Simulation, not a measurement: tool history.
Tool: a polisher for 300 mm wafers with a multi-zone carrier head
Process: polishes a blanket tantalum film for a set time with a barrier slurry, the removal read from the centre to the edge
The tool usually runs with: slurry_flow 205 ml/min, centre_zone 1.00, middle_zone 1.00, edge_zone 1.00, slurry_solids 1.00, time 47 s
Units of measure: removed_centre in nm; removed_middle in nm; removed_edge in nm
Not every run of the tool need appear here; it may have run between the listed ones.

| run | hour | slurry_flow | centre_zone | middle_zone | edge_zone | slurry_solids | time | incoming thickness of the incoming film, nm | removed_centre | removed_middle | removed_edge |
|---|---|---|---|---|---|---|---|---|---|---|---|
| 1 | 0.0 | 205 | 1.00 | 1.00 | 1.00 | 1.00 | 47 | 293.3 | 57.5 | 57.4 | 56.4 |
| 2 | 12.5 | 205 | 1.00 | 1.00 | 1.00 | 1.00 | 47 | 287.2 | 57.7 | 57.3 | 56.8 |
|  | 30.1 | worn pad replaced by a new one |
| 3 | 30.6 | 205 | 1.00 | 1.00 | 1.00 | 1.00 | 47 | 294.5 | 57.2 | 57.4 | 56.6 |
| 4 | 37.1 | 205 | 1.06 | 1.00 | 1.00 | 1.00 | 47 | 291.0 | 61.1 | 57.2 | 55.9 |
| 5 | 48.6 | 255 | 1.00 | 1.00 | 1.00 | 1.00 | 47 | 287.3 | 61.3 | 61.2 | 59.7 |
|  | 55.4 | centre zone pressure recalibrated |
|  | 62.0 | edge zone pressure recalibrated |
| 6 | 63.7 | 205 | 1.00 | 1.00 | 1.00 | 1.00 | 47 | 291.6 | 54.4 | 57.1 | 56.5 |
| 7 | 77.8 | 205 | 1.00 | 1.00 | 0.93 | 1.00 | 47 | 293.4 | 54.6 | 56.6 | 54.4 |
| 8 | 91.5 | 205 | 1.00 | 1.00 | 1.00 | 1.00 | 36 | 286.5 | 41.6 | 44.0 | 42.9 |
|  | 100.9 | carrier head's membrane replaced by a new one |
|  | 103.5 | worn pad replaced by a new one |
| 9 | 104.0 | 260 | 1.00 | 1.00 | 1.12 | 1.10 | 47 | 286.3 | 60.1 | 61.0 | 63.6 |
| 10 | 109.5 | 160 | 1.00 | 1.11 | 1.00 | 1.00 | 47 | 285.1 | 49.9 | 56.8 | 54.1 |
| 11 | 126.3 | 205 | 1.00 | 1.00 | 1.00 | 1.00 | 47 | 290.6 | 54.8 | 56.7 | 56.2 |
| 12 | 139.7 | 205 | 1.05 | 1.08 | 0.91 | 1.00 | 33 | 288.0 | 39.8 | 42.6 | 38.0 |
| 13 | 156.8 | 205 | 0.96 | 1.00 | 1.00 | 1.00 | 47 | 289.0 | 52.7 | 56.0 | 56.6 |
| 14 | 165.2 | 185 | 0.94 | 1.06 | 1.00 | 1.00 | 40 | 292.7 | 42.0 | 49.8 | 46.9 |
|  | 170.7 | slurry nozzle cleaned |
| 15 | 175.2 | 135 | 1.00 | 1.00 | 1.11 | 1.00 | 47 | 294.9 | 55.7 | 59.8 | 60.1 |
| 16 | 183.8 | 205 | 0.96 | 1.00 | 1.00 | 1.00 | 47 | 287.4 | 59.0 | 64.1 | 61.8 |
|  | 193.5 | worn pad replaced by a new one |
| 17 | 199.1 | 205 | 1.08 | 1.00 | 1.00 | 1.00 | 47 | 287.0 | 66.6 | 63.6 | 60.9 |
| 18 | 214.5 | 205 | 1.00 | 1.00 | 1.00 | 1.00 | 57 | 290.1 | 74.3 | 75.5 | 74.6 |
| 19 | 232.4 | 205 | 1.00 | 1.00 | 1.00 | 1.00 | 57 | 283.8 | 73.9 | 75.6 | 72.3 |
| 20 | 241.9 | 175 | 0.95 | 1.00 | 1.11 | 1.00 | 47 | 290.2 | 55.4 | 60.3 | 62.3 |
| 21 | 253.9 | 205 | 1.00 | 1.00 | 1.00 | 1.00 | 31 | 292.4 | 39.9 | 41.2 | 39.3 |

Below are 5 alternative next runs, each starting from the tool's condition after run 21. Predict each:
| A | 254.3 | 205 | 1.00 | 0.96 | 1.00 | 1.00 | 47 | 289.8 | ? | ? | ? |
| B | 254.3 | 205 | 0.96 | 0.97 | 1.00 | 1.00 | 47 | 289.8 | ? | ? | ? |
| C | 254.3 | 180 | 1.08 | 0.94 | 1.00 | 0.85 | 47 | 289.8 | ? | ? | ? |
| D | 254.3 | 205 | 1.00 | 1.00 | 1.00 | 0.90 | 47 | 289.8 | ? | ? | ? |
| E | 254.3 | 205 | 1.00 | 1.00 | 0.88 | 1.00 | 54 | 289.8 | ? | ? | ? |

| run | removed_centre | removed_middle | removed_edge |
|---|---|---|---|
| A | 60.9 | 59.7 | 59.9 |
| B | 58.5 | 60.2 | 59.9 |
| C | 61.3 | 54.9 | 56.4 |
| D | 59.3 | 60.0 | 58.3 |
| E | 70.0 | 70.8 | 64.8 |
What these runs would have given with no unlogged condition in the tool:
| run | removed_centre | removed_middle | removed_edge |
|---|---|---|---|
| A | 62.6 | 61.8 | 61.5 |
| B | 60.1 | 62.3 | 61.4 |
| C | 63.4 | 57.1 | 58.0 |
| D | 61.0 | 62.1 | 59.8 |
| E | 72.0 | 73.2 | 66.5 |
